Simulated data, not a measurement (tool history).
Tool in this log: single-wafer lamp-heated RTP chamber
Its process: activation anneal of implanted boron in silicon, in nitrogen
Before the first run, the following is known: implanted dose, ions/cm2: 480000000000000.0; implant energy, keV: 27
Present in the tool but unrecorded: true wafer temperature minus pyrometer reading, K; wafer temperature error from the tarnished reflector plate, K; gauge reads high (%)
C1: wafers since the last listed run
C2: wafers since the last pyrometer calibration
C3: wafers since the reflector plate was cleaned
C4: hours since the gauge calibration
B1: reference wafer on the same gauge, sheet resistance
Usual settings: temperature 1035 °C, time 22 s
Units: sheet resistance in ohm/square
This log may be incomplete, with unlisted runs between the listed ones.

{"run": 1, "hour": 0.0, "temperature": 1035, "time": 22, "C1": 0, "C2": 308, "C3": 594, "C4": 532.6, "B1": 230.05, "sheet resistance": 227.66}
{"run": 2, "hour": 31.8, "temperature": 1035, "time": 22, "C1": 344, "C2": 653, "C3": 938, "C4": 564.4, "B1": 229.99, "sheet resistance": 227.86}
{"run": 3, "hour": 46.3, "temperature": 1035, "time": 22, "C1": 157, "C2": 810, "C3": 1095, "C4": 578.9, "B1": 229.95, "sheet resistance": 227.44}
{"run": 4, "hour": 75.9, "temperature": 1035, "time": 22, "C1": 320, "C2": 1130, "C3": 1416, "C4": 608.5, "B1": 230.03, "sheet resistance": 226.98}
{"run": 5, "hour": 104.8, "temperature": 1035, "time": 22, "C1": 313, "C2": 1443, "C3": 1729, "C4": 637.4, "B1": 230.03, "sheet resistance": 226.91}
{"run": 6, "hour": 117.5, "temperature": 1035, "time": 22, "C1": 137, "C2": 1581, "C3": 1867, "C4": 650.1, "B1": 229.94, "sheet resistance": 226.92}
{"run": 7, "hour": 134.7, "temperature": 1035, "time": 22, "C1": 186, "C2": 1767, "C3": 2053, "C4": 667.3, "B1": 230.05, "sheet resistance": 226.96}
{"hour": 152.3, "done": "pyrometer window cleaned and pyrometer calibrated"}
{"run": 8, "hour": 152.8, "temperature": 1035, "time": 22, "C1": 109, "C2": 5, "C3": 2163, "C4": 685.4, "B1": 230.03, "sheet resistance": 228.21}
{"hour": 215.0, "done": "gauge calibrated"}
{"run": 9, "hour": 232.7, "temperature": 1035, "time": 22, "C1": 865, "C2": 871, "C3": 3028, "C4": 17.7, "B1": 229.99, "sheet resistance": 227.56}
{"run": 10, "hour": 245.4, "temperature": 1035, "time": 22, "C1": 137, "C2": 1009, "C3": 3166, "C4": 30.4, "B1": 230.09, "sheet resistance": 226.32}
{"run": 11, "hour": 271.9, "temperature": 1035, "time": 22, "C1": 287, "C2": 1296, "C3": 3453, "C4": 56.9, "B1": 229.98, "sheet resistance": 226.98}
{"hour": 296.7, "done": "pyrometer window cleaned and pyrometer calibrated"}
{"run": 12, "hour": 304.6, "temperature": 1006, "time": 35, "C1": 267, "C2": 85, "C3": 3721, "C4": 89.6, "B1": 229.97, "sheet resistance": 231.19}
{"run": 13, "hour": 324.9, "temperature": 1008, "time": 15, "C1": 219, "C2": 305, "C3": 3941, "C4": 109.9, "B1": 230, "sheet resistance": 233.86}
{"run": 14, "hour": 352.3, "temperature": 1026, "time": 22, "C1": 296, "C2": 602, "C3": 4237, "C4": 137.3, "B1": 230.06, "sheet resistance": 228.6}
{"run": 15, "hour": 369.2, "temperature": 1049, "time": 35, "C1": 183, "C2": 785, "C3": 4421, "C4": 154.2, "B1": 230.06, "sheet resistance": 225.17}
{"run": 16, "hour": 389.7, "temperature": 1043, "time": 31, "C1": 222, "C2": 1007, "C3": 4643, "C4": 174.7, "B1": 230.03, "sheet resistance": 224.85}
{"run": 17, "hour": 438.2, "temperature": 1035, "time": 22, "C1": 525, "C2": 1532, "C3": 5168, "C4": 223.2, "B1": 230.07, "sheet resistance": 226.87}
{"hour": 466.5, "done": "pyrometer window cleaned and pyrometer calibrated"}
{"hour": 473.5, "done": "reflector plate cleaned"}
{"run": 18, "hour": 474.0, "temperature": 1061, "time": 18, "C1": 225, "C2": 5, "C3": 5, "C4": 259, "B1": 230, "sheet resistance": 226.02}
{"run": 19, "hour": 503.3, "temperature": 1045, "time": 22, "C1": 317, "C2": 322, "C3": 322, "C4": 288.3, "B1": 229.98, "sheet resistance": 226.64}
{"run": 20, "hour": 526.2, "temperature": 1035, "time": 22, "C1": 248, "C2": 570, "C3": 570, "C4": 311.2, "B1": 230, "sheet resistance": 227.68}
{"run": 21, "hour": 543.1, "temperature": 1014, "time": 26, "C1": 183, "C2": 754, "C3": 754, "C4": 328.1, "B1": 229.99, "sheet resistance": 229.63}
{"run": 22, "hour": 575.1, "temperature": 1019, "time": 14, "C1": 346, "C2": 1100, "C3": 1100, "C4": 360.1, "B1": 230.01, "sheet resistance": 230.06}
{"run": 23, "hour": 607.7, "temperature": 1035, "time": 22, "C1": 353, "C2": 1453, "C3": 1453, "C4": 392.7, "B1": 230.08, "sheet resistance": 226.35}

Forecast each of these 4 alternatives for the next run:
{"run": "A", "hour": 608.1, "temperature": 1035, "time": 22, "C1": 4, "C2": 1458, "C3": 1458, "C4": 393.1, "B1": "?", "sheet resistance": "?"}
{"run": "B", "hour": 608.1, "temperature": 1009, "time": 17, "C1": 4, "C2": 1458, "C3": 1458, "C4": 393.1, "B1": "?", "sheet resistance": "?"}
{"run": "C", "hour": 608.1, "temperature": 1025, "time": 14, "C1": 4, "C2": 1458, "C3": 1458, "C4": 393.1, "B1": "?", "sheet resistance": "?"}
{"run": "D", "hour": 608.1, "temperature": 1064, "time": 30, "C1": 4, "C2": 1458, "C3": 1458, "C4": 393.1, "B1": "?", "sheet resistance": "?"}

run=A B1=230 sheet_resistance=226.58
run=B B1=230 sheet_resistance=230.27
run=C B1=230 sheet_resistance=228.57
run=D B1=230 sheet_resistance=223.84
Had the tool no hidden state, the same runs would have come out as:
run=A sheet_resistance=227.67
run=B sheet_resistance=232.88
run=C sheet_resistance=230.07
run=D sheet_resistance=224.5
